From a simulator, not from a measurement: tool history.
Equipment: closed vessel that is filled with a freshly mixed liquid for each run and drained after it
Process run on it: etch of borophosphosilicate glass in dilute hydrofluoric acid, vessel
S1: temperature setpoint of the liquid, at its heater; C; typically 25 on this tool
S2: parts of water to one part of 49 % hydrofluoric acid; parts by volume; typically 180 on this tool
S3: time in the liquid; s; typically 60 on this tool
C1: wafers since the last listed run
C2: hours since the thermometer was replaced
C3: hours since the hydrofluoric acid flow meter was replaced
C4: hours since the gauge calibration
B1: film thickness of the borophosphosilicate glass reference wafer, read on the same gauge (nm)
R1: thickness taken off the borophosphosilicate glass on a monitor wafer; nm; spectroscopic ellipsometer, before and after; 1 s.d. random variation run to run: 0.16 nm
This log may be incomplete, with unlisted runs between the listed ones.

Run 1, hour 0: usual settings; C1 0; C2 1709.4; C3 108.2; C4 558.3; B1 60.02. Result: R1 18.04 nm.
Run 2, hour 91.8: usual settings; C1 13293; C2 1801.2; C3 200; C4 650.1; B1 60. Result: R1 18.09 nm.
Run 3, hour 143.8: usual settings but S1 21.5 C, S3 80 s; C1 7530; C2 1853.2; C3 252; C4 702.1; B1 59.99. Result: R1 20.75 nm.
Run 4, hour 183.7: usual settings but S1 21.5 C, S3 80 s; C1 5777; C2 1893.1; C3 291.9; C4 742; B1 60.04. Result: R1 20.76 nm.
Run 5, hour 272.2: usual settings but S1 28 C, S3 45 s; C1 12815; C2 1981.6; C3 380.4; C4 830.5; B1 60. Result: R1 14.42 nm.
At hour 303.6: hydrofluoric acid flow meter replaced.
Run 6, hour 325.1: usual settings but S2 130 parts by volume; C1 7515; C2 2034.5; C3 21.5; C4 883.4; B1 59.99. Result: R1 27.42 nm.
Run 7, hour 417.7: usual settings but S2 130 parts by volume; C1 13409; C2 2127.1; C3 114.1; C4 976; B1 60.02. Result: R1 27.07 nm.
Run 8, hour 504.5: usual settings but S1 22.5 C; C1 12569; C2 2213.9; C3 200.9; C4 1062.8; B1 60. Result: R1 16.33 nm.
Run 9, hour 575.7: usual settings but S1 22.5 C; C1 10310; C2 2285.1; C3 272.1; C4 1134; B1 59.99. Result: R1 16.15 nm.
Run 10, hour 618.3: usual settings but S1 22.5 C; C1 6168; C2 2327.7; C3 314.7; C4 1176.6; B1 59.99. Result: R1 16.23 nm.
Run 11, hour 662.2: usual settings; C1 6357; C2 2371.6; C3 358.6; C4 1220.5; B1 60.01. Result: R1 17.31 nm.
At hour 751.6: hydrofluoric acid flow meter replaced.
Run 12, hour 914.9: usual settings; C1 36448; C2 2624.3; C3 163.3; C4 1473.2; B1 59.98. Result: R1 18.49 nm.
At hour 931.2: thermometer replaced.
At hour 1119.9: hydrofluoric acid flow meter replaced.
Run 13, hour 1195.3: usual settings but S1 28.5 C, S2 240 parts by volume, S3 80 s; C1 40314; C2 264.1; C3 75.4; C4 1753.6; B1 60.01. Result: R1 18.44 nm.
Run 14, hour 1296.6: usual settings but S1 28 C, S3 75 s; C1 14669; C2 365.4; C3 176.7; C4 1854.9; B1 60. Result: R1 23.58 nm.
At hour 1329.7: gauge calibrated.
Run 15, hour 1335.7: usual settings but S2 155 parts by volume, S3 70 s; C1 5662; C2 404.5; C3 215.8; C4 6; B1 60.01. Result: R1 23.16 nm.
Run 16, hour 1384.1: usual settings but S3 30 s; C1 7008; C2 452.9; C3 264.2; C4 54.4; B1 59.98. Result: R1 8.29 nm.
Run 17, hour 1474.2: usual settings; C1 13047; C2 543; C3 354.3; C4 144.5; B1 59.98. Result: R1 16.52 nm.
Run 18, hour 1520.2: usual settings; C1 6661; C2 589; C3 400.3; C4 190.5; B1 59.96. Result: R1 16.44 nm.
At hour 1563.7: hydrofluoric acid flow meter replaced.
Run 19, hour 1569.8: usual settings but S1 28.5 C, S2 155 parts by volume, S3 85 s; C1 7037; C2 638.6; C3 6.1; C4 240.1; B1 59.98. Result: R1 34.51 nm.
Run 20, hour 1622: usual settings but S3 75 s; C1 7558; C2 690.8; C3 58.3; C4 292.3; B1 60. Result: R1 22.22 nm.
Run 21, hour 1688.9: usual settings; C1 9687; C2 757.7; C3 125.2; C4 359.2; B1 60. Result: R1 17.54 nm.
Run 22, hour 1752.4: usual settings but S1 21 C, S3 30 s; C1 9195; C2 821.2; C3 188.7; C4 422.7; B1 59.97. Result: R1 7.39 nm.
Run 23, hour 1945.3: usual settings but S1 30 C; C1 27933; C2 1014.1; C3 381.6; C4 615.6; B1 60.03. Result: R1 19.84 nm.
At hour 1955.3: hydrofluoric acid flow meter replaced.
Run 24, hour 2037.8: usual settings but S2 120 parts by volume; C1 13249; C2 1106.6; C3 82.5; C4 708.1; B1 59.97. Result: R1 28.88 nm.
Run 25, hour 2129.6: usual settings but S2 125 parts by volume; C1 13293; C2 1198.4; C3 174.3; C4 799.9; B1 60. Result: R1 27.41 nm.

Per-run results on a tool with no hidden state, each run keeping its own random variation:
The tool's hidden condition here consists of: liquid hotter than its thermometer reads (K); hydrofluoric acid flow below the setpoint (%); gauge reads high (%).
run     R1
  1  17.32
  2  17.69
  3  20.44
  4  20.61
  5  14.69
  6  25.59
  7  25.71
  8  15.81
  9  15.86
 10  16.08
 11  17.36
 12  17.43
 13   18.7
 14  24.36
 15  24.05
 16    8.7
 17  17.67
 18  17.76
 19  33.68
 20  21.89
 21  17.51
 22   7.46
 23  20.95
 24  28.25
 25  27.28
